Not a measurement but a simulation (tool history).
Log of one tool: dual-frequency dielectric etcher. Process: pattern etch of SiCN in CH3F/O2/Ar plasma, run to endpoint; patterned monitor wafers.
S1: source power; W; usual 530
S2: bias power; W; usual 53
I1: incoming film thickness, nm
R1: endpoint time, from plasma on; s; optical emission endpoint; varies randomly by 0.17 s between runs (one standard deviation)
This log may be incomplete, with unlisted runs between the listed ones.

Run 1, hour 0.0: usual settings but S1 610 W, S2 46 W; I1 7.72. Result: R1 19.8 s.
Run 2, hour 11.2: usual settings; I1 7.69. Result: R1 19.3 s.
Run 3, hour 23.2: usual settings; I1 7.73. Result: R1 19.3 s.
At hour 50.3: upper electrode replaced, of another model than before.
Run 4, hour 50.8: usual settings; I1 7.73. Result: R1 19.5 s.
Run 5, hour 77.1: usual settings; I1 7.61. Result: R1 18.8 s.
Run 6, hour 85.2: usual settings but S2 48 W; I1 7.66. Result: R1 20.0 s.
Run 7, hour 94.3: usual settings but S2 48 W; I1 7.70. Result: R1 20.1 s.
Run 8, hour 110.7: usual settings but S2 48 W; I1 7.66. Result: R1 19.6 s.
Run 9, hour 118.7: usual settings; I1 7.72. Result: R1 19.2 s.
Run 10, hour 133.3: usual settings; I1 7.75. Result: R1 19.5 s.
Run 11, hour 150.7: usual settings; I1 7.64. Result: R1 19.0 s.
Run 12, hour 168.6: usual settings but S1 400 W, S2 65 W; I1 7.65. Result: R1 19.4 s.
Run 13, hour 174.8: usual settings but S1 440 W; I1 7.74. Result: R1 20.3 s.
Run 14, hour 190.5: usual settings; I1 7.69. Result: R1 19.2 s.
Run 15, hour 219.6: usual settings but S1 580 W, S2 63 W; I1 7.69. Result: R1 17.2 s.
Run 16, hour 260.9: usual settings but S2 61 W; I1 7.70. Result: R1 18.1 s.
At hour 270.1: bias power generator calibrated.
Run 17, hour 270.6: usual settings but S1 590 W, S2 62 W; I1 7.60. Result: R1 17.1 s.
Run 18, hour 302.3: usual settings; I1 7.61. Result: R1 18.8 s.
Run 19, hour 317.6: usual settings but S1 470 W, S2 61 W; I1 7.59. Result: R1 18.6 s.
Run 20, hour 332.7: usual settings but S1 580 W, S2 63 W; I1 7.76. Result: R1 17.3 s.
At hour 357.6: wet clean of the chamber.
Run 21, hour 358.1: usual settings but S1 470 W, S2 64 W; I1 7.67. Result: R1 19.7 s.
Run 22, hour 385.5: usual settings but S2 42 W; I1 7.73. Result: R1 21.8 s.
At hour 390.7: source power generator calibrated.
Run 23, hour 401.8: usual settings but S1 570 W, S2 57 W; I1 7.66. Result: R1 18.9 s.
Run 24, hour 416.5: usual settings; I1 7.80. Result: R1 20.6 s.
Run 25, hour 429.9: usual settings but S2 41 W; I1 7.73. Result: R1 21.9 s.
Run 26, hour 440.2: usual settings but S1 600 W, S2 40 W; I1 7.65. Result: R1 20.5 s.
Run 27, hour 450.2: usual settings; I1 7.71. Result: R1 20.1 s.
Run 28, hour 463.5: usual settings but S1 430 W; I1 7.73. Result: R1 21.5 s.
Run 29, hour 479.4: usual settings but S1 470 W, S2 65 W; I1 7.68. Result: R1 19.5 s.
Run 30, hour 492.3: usual settings but S1 580 W, S2 43 W; I1 7.66. Result: R1 20.6 s.
Run 31, hour 499.6: usual settings but S1 620 W, S2 48 W; I1 7.70. Result: R1 19.5 s.
Run 32, hour 510.0: usual settings but S1 610 W, S2 61 W; I1 7.63. Result: R1 17.8 s.
Run 33, hour 518.5: usual settings but S1 580 W, S2 57 W; I1 7.68. Result: R1 18.8 s.
Run 34, hour 531.4: usual settings; I1 7.66. Result: R1 19.7 s.
Run 35, hour 538.5: usual settings but S1 410 W, S2 43 W; I1 7.70. Result: R1 23.1 s.

Pick out some run-to-run changes in R1. Of each, how much would a tool without hidden state show as well, from the settings, what came in and chance, and how much is left for the hidden state and any gauge scatter not in both results compared?
Unlogged tool condition in this case: etch rate over this chamber's usual, %; source power that arrives over what is set, %; bias power that arrives over what is set, %.
Run 1 -> 2: S1 610 -> 530, S2 46 -> 53. R1 -0.5 s: hidden state +0.1, all else -0.6.
Run 17 -> 18: S1 590 -> 530, S2 62 -> 53. R1 +1.7 s: hidden state -0.2, all else +1.9.
Run 20 -> 21: S1 580 -> 470, S2 63 -> 64, wet clean of the chamber. R1 +2.4 s: hidden state +1.1, all else +1.3.
Run 22 -> 23: S1 530 -> 570, S2 42 -> 57, source power generator calibrated. R1 -2.9 s: hidden state +0.0, all else -2.9.
Run 34 -> 35: S1 530 -> 410, S2 53 -> 43. R1 +3.4 s: hidden state +0.0, all else +3.4.
